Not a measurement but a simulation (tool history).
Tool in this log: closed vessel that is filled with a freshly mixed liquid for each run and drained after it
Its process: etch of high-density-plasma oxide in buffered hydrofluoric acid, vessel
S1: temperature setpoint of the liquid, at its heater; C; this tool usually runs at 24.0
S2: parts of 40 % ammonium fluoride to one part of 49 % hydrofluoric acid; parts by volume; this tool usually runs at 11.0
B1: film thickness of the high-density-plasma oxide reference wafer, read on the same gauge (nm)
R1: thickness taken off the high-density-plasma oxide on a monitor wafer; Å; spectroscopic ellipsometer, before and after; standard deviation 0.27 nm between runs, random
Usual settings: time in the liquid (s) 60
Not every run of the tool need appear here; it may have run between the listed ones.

Run 1, hour 0.0: usual settings; B1 139.99. Result: R1 640.1 Å.
At hour 70.7: thermometer replaced.
Run 2, hour 107.9: usual settings; B1 139.98. Result: R1 660.0 Å.
Run 3, hour 195.1: usual settings; B1 140.00. Result: R1 660.3 Å.
Run 4, hour 264.4: usual settings; B1 140.01. Result: R1 656.3 Å.
Run 5, hour 329.9: usual settings; B1 140.01. Result: R1 651.4 Å.
Run 6, hour 403.3: usual settings; B1 140.00. Result: R1 646.7 Å.
Run 7, hour 441.7: usual settings but time in the liquid (s) 85; B1 139.98. Result: R1 911.6 Å.
At hour 518.7: gauge calibrated.
Run 8, hour 532.4: usual settings but time in the liquid (s) 85; B1 140.02. Result: R1 905.6 Å.
Run 9, hour 570.7: usual settings but time in the liquid (s) 85; B1 140.00. Result: R1 906.0 Å.
At hour 582.3: thermometer replaced.
Run 10, hour 665.7: usual settings but time in the liquid (s) 50; B1 140.02. Result: R1 559.3 Å.
Run 11, hour 772.2: usual settings but S1 27.5 C, time in the liquid (s) 30; B1 140.02. Result: R1 394.9 Å.
Run 12, hour 814.7: usual settings; B1 139.99. Result: R1 655.4 Å.
At hour 828.0: hydrofluoric acid flow meter replaced.
Run 13, hour 901.8: usual settings but time in the liquid (s) 85; B1 140.00. Result: R1 932.1 Å.
Run 14, hour 960.3: usual settings but S1 27.5 C, S2 8.0 parts by volume, time in the liquid (s) 40; B1 140.02. Result: R1 695.6 Å.
Run 15, hour 1045.1: usual settings but S1 21.0 C, time in the liquid (s) 40; B1 140.00. Result: R1 366.8 Å.
Run 16, hour 1112.3: usual settings; B1 140.01. Result: R1 640.9 Å.
At hour 1156.2: thermometer replaced.
Run 17, hour 1167.4: usual settings but S1 26.5 C, S2 7.5 parts by volume, time in the liquid (s) 95; B1 140.00. Result: R1 1723.8 Å.
Run 18, hour 1236.3: usual settings but S1 26.0 C, time in the liquid (s) 80; B1 140.02. Result: R1 974.6 Å.

Below are 5 alternative next runs, each starting from the tool's condition after run 18. Predict each:
Run A, hour 1237.0: usual settings; B1 ?. Result: R1 ?.
Run B, hour 1237.0: usual settings but S1 26.5 C, S2 15.0 parts by volume; B1 ?. Result: R1 ?.
Run C, hour 1237.0: usual settings but S1 28.5 C, S2 13.5 parts by volume; B1 ?. Result: R1 ?.
Run D, hour 1237.0: usual settings but S1 19.5 C, time in the liquid (s) 40; B1 ?. Result: R1 ?.
Run E, hour 1237.0: usual settings but S1 27.5 C, S2 13.0 parts by volume, time in the liquid (s) 35; B1 ?. Result: R1 ?.

run      B1     R1
  A  139.98  658.1
  B  139.98  556.3
  C  139.98  686.5
  D  139.98  341.9
  E  139.98  394.0
Without the tool's hidden state the same runs would have given:
run     R1
  A  665.3
  B  562.4
  C  693.8
  D  345.8
  E  398.2

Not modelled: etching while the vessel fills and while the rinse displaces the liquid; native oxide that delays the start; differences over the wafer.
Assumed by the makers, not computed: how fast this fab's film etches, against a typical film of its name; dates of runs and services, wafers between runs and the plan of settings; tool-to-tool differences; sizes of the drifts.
